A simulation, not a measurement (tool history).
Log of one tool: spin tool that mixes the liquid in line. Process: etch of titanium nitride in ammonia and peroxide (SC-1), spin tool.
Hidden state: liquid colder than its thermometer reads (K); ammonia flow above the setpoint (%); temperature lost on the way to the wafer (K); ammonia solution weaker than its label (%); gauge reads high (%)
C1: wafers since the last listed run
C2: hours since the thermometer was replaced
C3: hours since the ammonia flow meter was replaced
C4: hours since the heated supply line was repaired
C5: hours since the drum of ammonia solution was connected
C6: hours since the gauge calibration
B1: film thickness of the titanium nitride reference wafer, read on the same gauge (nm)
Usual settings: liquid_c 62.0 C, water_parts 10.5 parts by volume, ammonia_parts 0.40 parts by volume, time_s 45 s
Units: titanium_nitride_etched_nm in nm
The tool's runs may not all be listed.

{"run": 1, "hour": 0.0, "liquid_c": 62.0, "water_parts": 7.0, "ammonia_parts": 0.4, "time_s": 45, "C1": 0, "C2": 870.9, "C3": 1862.4, "C4": 887.8, "C5": 574.3, "C6": 169.1, "B1": 59.96, "titanium_nitride_etched_nm": 4.9}
{"run": 2, "hour": 19.7, "liquid_c": 62.0, "water_parts": 10.5, "ammonia_parts": 0.4, "time_s": 45, "C1": 296, "C2": 890.6, "C3": 1882.1, "C4": 907.5, "C5": 594.0, "C6": 188.8, "B1": 59.94, "titanium_nitride_etched_nm": 3.88}
{"run": 3, "hour": 30.6, "liquid_c": 62.0, "water_parts": 10.5, "ammonia_parts": 0.4, "time_s": 45, "C1": 164, "C2": 901.5, "C3": 1893.0, "C4": 918.4, "C5": 604.9, "C6": 199.7, "B1": 60.03, "titanium_nitride_etched_nm": 3.89}
{"run": 4, "hour": 36.9, "liquid_c": 62.0, "water_parts": 10.5, "ammonia_parts": 0.4, "time_s": 45, "C1": 94, "C2": 907.8, "C3": 1899.3, "C4": 924.7, "C5": 611.2, "C6": 206.0, "B1": 59.99, "titanium_nitride_etched_nm": 3.89}
{"run": 5, "hour": 44.4, "liquid_c": 62.0, "water_parts": 10.5, "ammonia_parts": 0.4, "time_s": 45, "C1": 112, "C2": 915.3, "C3": 1906.8, "C4": 932.2, "C5": 618.7, "C6": 213.5, "B1": 59.96, "titanium_nitride_etched_nm": 3.87}
{"run": 6, "hour": 59.2, "liquid_c": 62.0, "water_parts": 10.5, "ammonia_parts": 0.55, "time_s": 45, "C1": 222, "C2": 930.1, "C3": 1921.6, "C4": 947.0, "C5": 633.5, "C6": 228.3, "B1": 60.01, "titanium_nitride_etched_nm": 4.04}
{"run": 7, "hour": 76.9, "liquid_c": 62.0, "water_parts": 10.5, "ammonia_parts": 0.55, "time_s": 45, "C1": 266, "C2": 947.8, "C3": 1939.3, "C4": 964.7, "C5": 651.2, "C6": 246.0, "B1": 59.96, "titanium_nitride_etched_nm": 4.05}
{"run": 8, "hour": 85.3, "liquid_c": 62.0, "water_parts": 10.5, "ammonia_parts": 0.55, "time_s": 45, "C1": 126, "C2": 956.2, "C3": 1947.7, "C4": 973.1, "C5": 659.6, "C6": 254.4, "B1": 60.03, "titanium_nitride_etched_nm": 4.05}
{"hour": 93.1, "done": "new drum of ammonia solution connected"}
{"run": 9, "hour": 100.2, "liquid_c": 62.0, "water_parts": 14.0, "ammonia_parts": 0.4, "time_s": 45, "C1": 209, "C2": 971.1, "C3": 1962.6, "C4": 988.0, "C5": 7.1, "C6": 269.3, "B1": 59.99, "titanium_nitride_etched_nm": 3.28}
{"hour": 107.1, "done": "gauge calibrated"}
{"run": 10, "hour": 109.5, "liquid_c": 62.0, "water_parts": 14.0, "ammonia_parts": 0.4, "time_s": 45, "C1": 140, "C2": 980.4, "C3": 1971.9, "C4": 997.3, "C5": 16.4, "C6": 2.4, "B1": 59.97, "titanium_nitride_etched_nm": 3.26}
{"run": 11, "hour": 122.4, "liquid_c": 62.0, "water_parts": 14.0, "ammonia_parts": 0.4, "time_s": 45, "C1": 194, "C2": 993.3, "C3": 1984.8, "C4": 1010.2, "C5": 29.3, "C6": 15.3, "B1": 60.02, "titanium_nitride_etched_nm": 3.29}
{"run": 12, "hour": 155.5, "liquid_c": 62.0, "water_parts": 10.5, "ammonia_parts": 0.4, "time_s": 35, "C1": 498, "C2": 1026.4, "C3": 2017.9, "C4": 1043.3, "C5": 62.4, "C6": 48.4, "B1": 60.02, "titanium_nitride_etched_nm": 3.0}
{"hour": 163.2, "done": "ammonia flow meter replaced"}
{"run": 13, "hour": 167.6, "liquid_c": 62.0, "water_parts": 7.0, "ammonia_parts": 0.4, "time_s": 45, "C1": 167, "C2": 1038.5, "C3": 4.4, "C4": 1055.4, "C5": 74.5, "C6": 60.5, "B1": 60.01, "titanium_nitride_etched_nm": 4.64}
{"run": 14, "hour": 178.2, "liquid_c": 57.0, "water_parts": 14.0, "ammonia_parts": 0.5, "time_s": 45, "C1": 159, "C2": 1049.1, "C3": 15.0, "C4": 1066.0, "C5": 85.1, "C6": 71.1, "B1": 60.07, "titanium_nitride_etched_nm": 2.43}
{"run": 15, "hour": 191.2, "liquid_c": 62.0, "water_parts": 10.5, "ammonia_parts": 0.4, "time_s": 45, "C1": 195, "C2": 1062.1, "C3": 28.0, "C4": 1079.0, "C5": 98.1, "C6": 84.1, "B1": 60.01, "titanium_nitride_etched_nm": 3.73}
{"hour": 197.2, "done": "heated supply line repaired"}
{"run": 16, "hour": 202.6, "liquid_c": 65.0, "water_parts": 12.0, "ammonia_parts": 0.4, "time_s": 25, "C1": 156, "C2": 1073.5, "C3": 39.4, "C4": 5.4, "C5": 109.5, "C6": 95.5, "B1": 59.98, "titanium_nitride_etched_nm": 3.04}
{"hour": 208.4, "done": "thermometer replaced"}
{"run": 17, "hour": 210.4, "liquid_c": 62.0, "water_parts": 7.0, "ammonia_parts": 0.4, "time_s": 65, "C1": 102, "C2": 2.0, "C3": 47.2, "C4": 13.2, "C5": 117.3, "C6": 103.3, "B1": 60.0, "titanium_nitride_etched_nm": 8.63}
{"run": 18, "hour": 217.7, "liquid_c": 62.0, "water_parts": 8.0, "ammonia_parts": 0.5, "time_s": 25, "C1": 109, "C2": 9.3, "C3": 54.5, "C4": 20.5, "C5": 124.6, "C6": 110.6, "B1": 60.01, "titanium_nitride_etched_nm": 3.21}
{"run": 19, "hour": 225.7, "liquid_c": 62.0, "water_parts": 10.5, "ammonia_parts": 0.45, "time_s": 35, "C1": 120, "C2": 17.3, "C3": 62.5, "C4": 28.5, "C5": 132.6, "C6": 118.6, "B1": 60.04, "titanium_nitride_etched_nm": 3.87}
{"run": 20, "hour": 232.3, "liquid_c": 62.0, "water_parts": 15.0, "ammonia_parts": 0.4, "time_s": 45, "C1": 99, "C2": 23.9, "C3": 69.1, "C4": 35.1, "C5": 139.2, "C6": 125.2, "B1": 60.0, "titanium_nitride_etched_nm": 3.9}
{"run": 21, "hour": 244.4, "liquid_c": 62.0, "water_parts": 10.5, "ammonia_parts": 0.4, "time_s": 45, "C1": 182, "C2": 36.0, "C3": 81.2, "C4": 47.2, "C5": 151.3, "C6": 137.3, "B1": 60.01, "titanium_nitride_etched_nm": 4.75}
{"run": 22, "hour": 260.6, "liquid_c": 62.0, "water_parts": 10.5, "ammonia_parts": 0.4, "time_s": 20, "C1": 243, "C2": 52.2, "C3": 97.4, "C4": 63.4, "C5": 167.5, "C6": 153.5, "B1": 59.96, "titanium_nitride_etched_nm": 2.15}
{"run": 23, "hour": 268.7, "liquid_c": 62.0, "water_parts": 15.0, "ammonia_parts": 0.4, "time_s": 60, "C1": 121, "C2": 60.3, "C3": 105.5, "C4": 71.5, "C5": 175.6, "C6": 161.6, "B1": 59.97, "titanium_nitride_etched_nm": 5.24}

Measured less the same run without the tool's hidden state. The same run-to-run variation is in both; the gauge's scatter may not be:
run=1 titanium_nitride_etched_nm=-1.17
run=2 titanium_nitride_etched_nm=-0.95
run=3 titanium_nitride_etched_nm=-0.97
run=4 titanium_nitride_etched_nm=-0.97
run=5 titanium_nitride_etched_nm=-0.97
run=6 titanium_nitride_etched_nm=-1.04
run=7 titanium_nitride_etched_nm=-1.06
run=8 titanium_nitride_etched_nm=-1.06
run=9 titanium_nitride_etched_nm=-0.87
run=10 titanium_nitride_etched_nm=-0.88
run=11 titanium_nitride_etched_nm=-0.89
run=12 titanium_nitride_etched_nm=-0.84
run=13 titanium_nitride_etched_nm=-1.32
run=14 titanium_nitride_etched_nm=-0.72
run=15 titanium_nitride_etched_nm=-1.09
run=16 titanium_nitride_etched_nm=-0.03
run=17 titanium_nitride_etched_nm=-0.11
run=18 titanium_nitride_etched_nm=-0.04
run=19 titanium_nitride_etched_nm=-0.06
run=20 titanium_nitride_etched_nm=-0.06
run=21 titanium_nitride_etched_nm=-0.09
run=22 titanium_nitride_etched_nm=-0.05
run=23 titanium_nitride_etched_nm=-0.13
